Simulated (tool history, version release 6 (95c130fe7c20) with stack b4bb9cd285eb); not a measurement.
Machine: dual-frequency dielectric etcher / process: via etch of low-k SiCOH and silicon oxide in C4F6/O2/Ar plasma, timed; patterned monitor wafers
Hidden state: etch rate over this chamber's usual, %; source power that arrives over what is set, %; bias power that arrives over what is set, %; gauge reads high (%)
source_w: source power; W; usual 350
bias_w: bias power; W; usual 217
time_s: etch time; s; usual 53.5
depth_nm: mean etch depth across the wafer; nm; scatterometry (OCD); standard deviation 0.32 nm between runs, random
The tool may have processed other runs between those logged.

run    hour  source_w  bias_w  time_s  wafers since the last listed run  hours since the last wet clean  hours since the last source power generator calibration  hours since the last bias power generator calibration  hours since the last upper electrode change  hours since the gauge calibration  read-back reference wafer on the same gauge, depth_nm  depth_nm
  1     0.0       350     217    53.5                                 0                           263.5                                                    222.3                                                   19.4                                       4329.9                              165.3                                                  133.9     153.8
  2    62.5       350     217    53.5                               710                           326.0                                                    284.8                                                   81.9                                       4392.4                              227.8                                                  133.8     153.2
       87.6  -- upper electrode replaced
  3   121.9       350     217    53.5                               402                           385.4                                                    344.2                                                  141.3                                         34.3                              287.2                                                  133.6     153.0
  4   215.9       350     217    53.5                              1068                           479.4                                                    438.2                                                  235.3                                        128.3                              381.2                                                  133.5     152.2
      242.1  -- wet clean of the chamber
  5   253.3       350     217    47.0                               152                            11.2                                                    475.6                                                  272.7                                        165.7                              418.6                                                  133.5     134.6
  6   308.7       390     253    41.5                               629                            66.6                                                    531.0                                                  328.1                                        221.1                              474.0                                                  133.5     131.3
  7   368.6       350     217    53.5                               681                           126.5                                                    590.9                                                  388.0                                        281.0                              533.9                                                  133.2     152.1
  8   437.3       350     217    61.0                               781                           195.2                                                    659.6                                                  456.7                                        349.7                              602.6                                                  133.1     173.8
  9   498.4       280     188    53.5                               694                           256.3                                                    720.7                                                  517.8                                        410.8                              663.7                                                  133.2     133.8
 10   659.8       420     248    48.5                              1835                           417.7                                                    882.1                                                  679.2                                        572.2                              825.1                                                  133.0     154.5
      693.4  -- wet clean of the chamber
 11   693.9       270     217    53.5                               114                             0.5                                                    916.2                                                  713.3                                        606.3                              859.2                                                  133.0     143.4
 12   765.4       290     260    39.5                               813                            72.0                                                    987.7                                                  784.8                                        677.8                              930.7                                                  133.0     117.3
 13   830.4       350     217    53.5                               739                           137.0                                                   1052.7                                                  849.8                                        742.8                              995.7                                                  132.8     152.4
 14   895.2       290     217    43.5                               736                           201.8                                                   1117.5                                                  914.6                                        807.6                             1060.5                                                  132.9     118.0
 15   923.8       290     186    67.0                               325                           230.4                                                   1146.1                                                  943.2                                        836.2                             1089.1                                                  132.8     168.0
 16   994.4       350     217    53.5                               802                           301.0                                                   1216.7                                                 1013.8                                        906.8                             1159.7                                                  132.8     152.1
 17  1051.0       350     217    53.5                               643                           357.6                                                   1273.3                                                 1070.4                                        963.4                             1216.3                                                  132.7     152.0
 18  1121.7       350     217    53.5                               803                           428.3                                                   1344.0                                                 1141.1                                       1034.1                             1287.0                                                  132.7     151.8
 19  1168.3       350     217    53.5                               529                           474.9                                                   1390.6                                                 1187.7                                       1080.7                             1333.6                                                  132.7     152.2
 20  1240.2       270     217    49.0                               817                           546.8                                                   1462.5                                                 1259.6                                       1152.6                             1405.5                                                  132.7     130.1
     1265.5  -- wet clean of the chamber
 21  1285.2       350     217    53.5                               238                            19.7                                                   1507.5                                                 1304.6                                       1197.6                             1450.5                                                  132.7     152.1
 22  1354.1       420     217    53.5                               783                            88.6                                                   1576.4                                                 1373.5                                       1266.5                             1519.4                                                  132.6     159.2
     1404.8  -- source power generator calibrated
 23  1405.4       310     242    64.0                               537                           139.9                                                      0.6                                                 1424.8                                       1317.8                             1570.7                                                  132.6     186.0
 24  1443.5       430     264    43.0                               433                           178.0                                                     38.7                                                 1462.9                                       1355.9                             1608.8                                                  132.6     141.6
 25  1485.5       270     265    53.5                               477                           220.0                                                     80.7                                                 1504.9                                       1397.9                             1650.8                                                  132.5     157.5
 26  1515.6       350     184    53.5                               342                           250.1                                                    110.8                                                 1535.0                                       1428.0                             1680.9                                                  132.5     139.4
 27  1561.5       270     164    45.0                               521                           296.0                                                    156.7                                                 1580.9                                       1473.9                             1726.8                                                  132.5     103.8
 28  1604.4       350     217    63.0                               487                           338.9                                                    199.6                                                 1623.8                                       1516.8                             1769.7                                                  132.6     178.5

Branching from run 28: 5 alternative next runs. What would each branch give?
  A  1604.8       350     217    53.5                                 4                           339.3                                                    200.0                                                 1624.2                                       1517.2                             1770.1                                                      ?         ?
  B  1604.8       270     260    49.5                                 4                           339.3                                                    200.0                                                 1624.2                                       1517.2                             1770.1                                                      ?         ?
  C  1604.8       270     202    59.5                                 4                           339.3                                                    200.0                                                 1624.2                                       1517.2                             1770.1                                                      ?         ?
  D  1604.8       260     248    53.5                                 4                           339.3                                                    200.0                                                 1624.2                                       1517.2                             1770.1                                                      ?         ?
  E  1604.8       400     217    66.5                                 4                           339.3                                                    200.0                                                 1624.2                                       1517.2                             1770.1                                                      ?         ?

run  read-back reference wafer on the same gauge, depth_nm  depth_nm
  A                                                  132.4     151.8
  B                                                  132.4     144.3
  C                                                  132.4     153.2
  D                                                  132.4     151.2
  E                                                  132.4     195.3
With the hidden condition removed and each run's random variation left untouched, the same runs would have given:
run  depth_nm
  A     153.5
  B     145.9
  C     154.9
  D     152.9
  E     197.5
